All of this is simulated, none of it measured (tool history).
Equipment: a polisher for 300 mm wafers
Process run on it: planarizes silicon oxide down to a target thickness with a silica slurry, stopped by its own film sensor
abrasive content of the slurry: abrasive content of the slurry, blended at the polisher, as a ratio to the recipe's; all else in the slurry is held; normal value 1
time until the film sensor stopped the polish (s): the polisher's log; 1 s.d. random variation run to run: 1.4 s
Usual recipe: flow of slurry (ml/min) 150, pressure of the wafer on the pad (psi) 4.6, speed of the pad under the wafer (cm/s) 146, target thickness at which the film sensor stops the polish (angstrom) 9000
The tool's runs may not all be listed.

| run | hour | flow of slurry (ml/min) | pressure of the wafer on the pad (psi) | speed of the pad under the wafer (cm/s) | abrasive content of the slurry | target thickness at which the film sensor stops the polish (angstrom) | incoming thickness of the incoming film, nm | time until the film sensor stopped the polish (s) |
|---|---|---|---|---|---|---|---|---|
| 1 | 0 | 150 | 4.6 | 146 | 1 | 9000 | 1256.5 | 86 |
| 2 | 10.6 | 150 | 4.6 | 146 | 1 | 9000 | 1246.9 | 82.2 |
|  | 27.1 | conditioning disc replaced and pad reconditioned |
| 3 | 36.1 | 150 | 4.6 | 146 | 1 | 9000 | 1242.3 | 86.7 |
|  | 52.6 | head pressure recalibrated |
| 4 | 53.8 | 150 | 4.6 | 146 | 1 | 9000 | 1253.9 | 90 |
| 5 | 70.6 | 150 | 4.6 | 146 | 1 | 9000 | 1245.9 | 90.3 |
| 6 | 87.2 | 150 | 4.6 | 146 | 1 | 9000 | 1247.8 | 88.2 |
| 7 | 94.3 | 135 | 3.1 | 146 | 1 | 9000 | 1259.6 | 121.6 |
|  | 95.6 | slurry nozzle cleaned |
| 8 | 101.3 | 150 | 4.6 | 146 | 1 | 9000 | 1237.5 | 87.8 |
| 9 | 109.7 | 150 | 4.6 | 146 | 1 | 9000 | 1255.4 | 90 |
| 10 | 125.8 | 150 | 4.6 | 100 | 1 | 9000 | 1250.7 | 120 |
|  | 132.1 | worn pad replaced by a new one |
| 11 | 136.9 | 115 | 5.9 | 108 | 1 | 9980 | 1262.6 | 62.5 |
| 12 | 151.9 | 150 | 4.6 | 146 | 1 | 9000 | 1244.2 | 79.7 |
| 13 | 158.4 | 150 | 4.6 | 146 | 1 | 9000 | 1248.8 | 81.9 |
| 14 | 171.7 | 180 | 4.6 | 188 | 1 | 9000 | 1245.9 | 66.1 |
|  | 179 | slurry blender recalibrated |
| 15 | 186.4 | 150 | 4.6 | 128 | 1 | 9000 | 1262 | 100.3 |
| 16 | 199.4 | 110 | 4.6 | 146 | 1 | 8170 | 1253.4 | 113.8 |
| 17 | 237.6 | 150 | 4.6 | 146 | 1 | 9380 | 1272.3 | 83.4 |
| 18 | 245 | 130 | 4.6 | 146 | 1 | 9000 | 1253.4 | 92.4 |
| 19 | 260.6 | 130 | 4.6 | 110 | 1 | 9390 | 1247.8 | 100.9 |
| 20 | 272.8 | 150 | 4.6 | 146 | 1.1 | 9000 | 1261.5 | 85.7 |
| 21 | 288.2 | 150 | 4.6 | 146 | 1 | 9000 | 1246.9 | 90.1 |
| 22 | 302 | 150 | 6.2 | 146 | 1 | 9930 | 1262.7 | 54.6 |
|  | 316.2 | worn pad replaced by a new one |
| 23 | 316.7 | 150 | 4.6 | 146 | 1 | 9000 | 1275.7 | 85.7 |
| 24 | 322.2 | 100 | 3.4 | 146 | 0.75 | 10190 | 1233.8 | 72.3 |
| 25 | 337.5 | 150 | 4.6 | 104 | 0.75 | 8580 | 1251.9 | 134.4 |
| 26 | 345.7 | 150 | 4.6 | 120 | 0.85 | 9000 | 1235.2 | 96.4 |

Below are 4 alternative next runs, each starting from the tool's condition after run 26. Predict each:
| A | 346.1 | 150 | 5.1 | 146 | 1 | 9000 | 1247.2 | ? |
| B | 346.1 | 105 | 4.6 | 146 | 1 | 8300 | 1247.2 | ? |
| C | 346.1 | 150 | 4.6 | 160 | 1 | 8140 | 1247.2 | ? |
| D | 346.1 | 150 | 4.6 | 178 | 1 | 9800 | 1247.2 | ? |

| run | time until the film sensor stopped the polish (s) |
|---|---|
| A | 73.8 |
| B | 102.1 |
| C | 92.8 |
| D | 52.8 |
Take away the tool's hidden state, keep each run's random variation, and the runs would have read:
| run | time until the film sensor stopped the polish (s) |
|---|---|
| A | 68.5 |
| B | 94.9 |
| C | 86.2 |
| D | 49.1 |
